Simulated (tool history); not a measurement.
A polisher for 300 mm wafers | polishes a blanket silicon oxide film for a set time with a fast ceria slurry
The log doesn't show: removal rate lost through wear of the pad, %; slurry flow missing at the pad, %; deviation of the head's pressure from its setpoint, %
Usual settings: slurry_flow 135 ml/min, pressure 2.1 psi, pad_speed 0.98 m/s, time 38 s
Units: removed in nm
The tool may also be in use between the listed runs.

run   hour  slurry_flow  pressure  pad_speed  time  wafers since the last listed run  wafers polished on this pad  hours since the slurry nozzle was cleaned  hours since the head pressure was calibrated  incoming thickness of the incoming film, nm  removed
  1    0.0          135       2.1       0.98    38                                 0                          494                                      526.0                                          77.5                                       2557.0    389.7
  2   16.9          135       2.1       0.98    38                               169                          664                                      542.9                                          94.4                                       2503.2    390.4
      26.2  -- worn pad replaced by a new one
  3   31.6          135       2.1       0.98    35                               107                           54                                      557.6                                         109.1                                       2551.1    362.8
  4   46.9          135       2.1       0.98    35                               153                          207                                      572.9                                         124.4                                       2527.9    359.9
  5   64.4          135       2.1       0.98    48                               175                          382                                      590.4                                         141.9                                       2525.0    496.0
  6   70.4          135       2.1       0.98    48                                60                          442                                      596.4                                         147.9                                       2595.3    502.1
  7   82.8          135       2.1       0.98    45                               124                          566                                      608.8                                         160.3                                       2521.5    467.4
  8   89.6          165       2.1       0.98    38                                68                          634                                      615.6                                         167.1                                       2564.1    412.3
      97.0  -- worn pad replaced by a new one
  9   97.5          165       2.1       0.98    38                                39                            4                                      623.5                                         175.0                                       2537.3    417.4
 10  110.8          165       2.1       0.98    38                               133                          137                                      636.8                                         188.3                                       2546.4    421.2
 11  121.3          135       2.1       0.98    38                               105                          242                                      647.3                                         198.8                                       2529.3    403.2
 12  133.4          135       2.1       0.98    38                               121                          364                                      659.4                                         210.9                                       2546.3    405.1
 13  146.7          135       1.6       0.98    38                               133                          497                                      672.7                                         224.2                                       2538.8    313.9
 14  152.8          155       2.7       0.76    27                                61                          558                                      678.8                                         230.3                                       2547.9    325.5
     163.0  -- worn pad replaced by a new one
 15  165.6          165       2.1       0.98    38                                88                           26                                      691.6                                         243.1                                       2535.4    426.7
 16  179.2          175       2.1       0.98    26                               136                          162                                      705.2                                         256.7                                       2582.1    298.0
 17  187.5          155       2.4       0.74    30                                83                          245                                      713.5                                         265.0                                       2534.9    318.5
 18  205.3          175       2.3       1.10    45                               178                          423                                      731.3                                         282.8                                       2508.7    609.8
 19  218.2          120       2.3       0.98    38                               129                          552                                      744.2                                         295.7                                       2552.0    445.9
     227.4  -- worn pad replaced by a new one
 20  233.6          135       2.1       0.98    38                               114                           62                                      759.6                                         311.1                                       2540.5    427.5
     237.4  -- head pressure recalibrated
 21  240.3          175       2.5       0.98    25                                47                          109                                      766.3                                           2.9                                       2561.1    315.4
     241.7  -- slurry nozzle cleaned
 22  253.0          135       2.4       1.16    38                               117                          226                                       11.3                                          15.6                                       2549.1    491.8
 23  269.7          170       2.1       0.98    38                               167                          393                                       28.0                                          32.3                                       2583.3    397.3
 24  279.8          120       2.6       0.98    38                               101                          494                                       38.1                                          42.4                                       2550.3    455.4
 25  291.9          135       2.1       0.98    38                               121                          615                                       50.2                                          54.5                                       2517.3    382.8
     305.2  -- worn pad replaced by a new one
 26  305.7          135       2.1       0.98    38                                98                            5                                       64.0                                          68.3                                       2583.4    385.1
 27  320.4          135       2.6       0.98    41                               147                          152                                       78.7                                          83.0                                       2511.5    508.4

Forecast each of these 4 alternatives for the next run:
  A  320.8          135       2.7       0.98    38                                 4                          156                                       79.1                                          83.4                                       2601.3        ?
  B  320.8          120       1.4       1.28    38                                 4                          156                                       79.1                                          83.4                                       2601.3        ?
  C  320.8          135       1.4       0.98    27                                 4                          156                                       79.1                                          83.4                                       2601.3        ?
  D  320.8          135       2.5       0.98    38                                 4                          156                                       79.1                                          83.4                                       2601.3        ?

run  removed
  A    490.5
  B    306.6
  C    186.1
  D    455.3
Without the tool's hidden state the same runs would have given:
run  removed
  A    494.7
  B    309.2
  C    187.7
  D    459.2
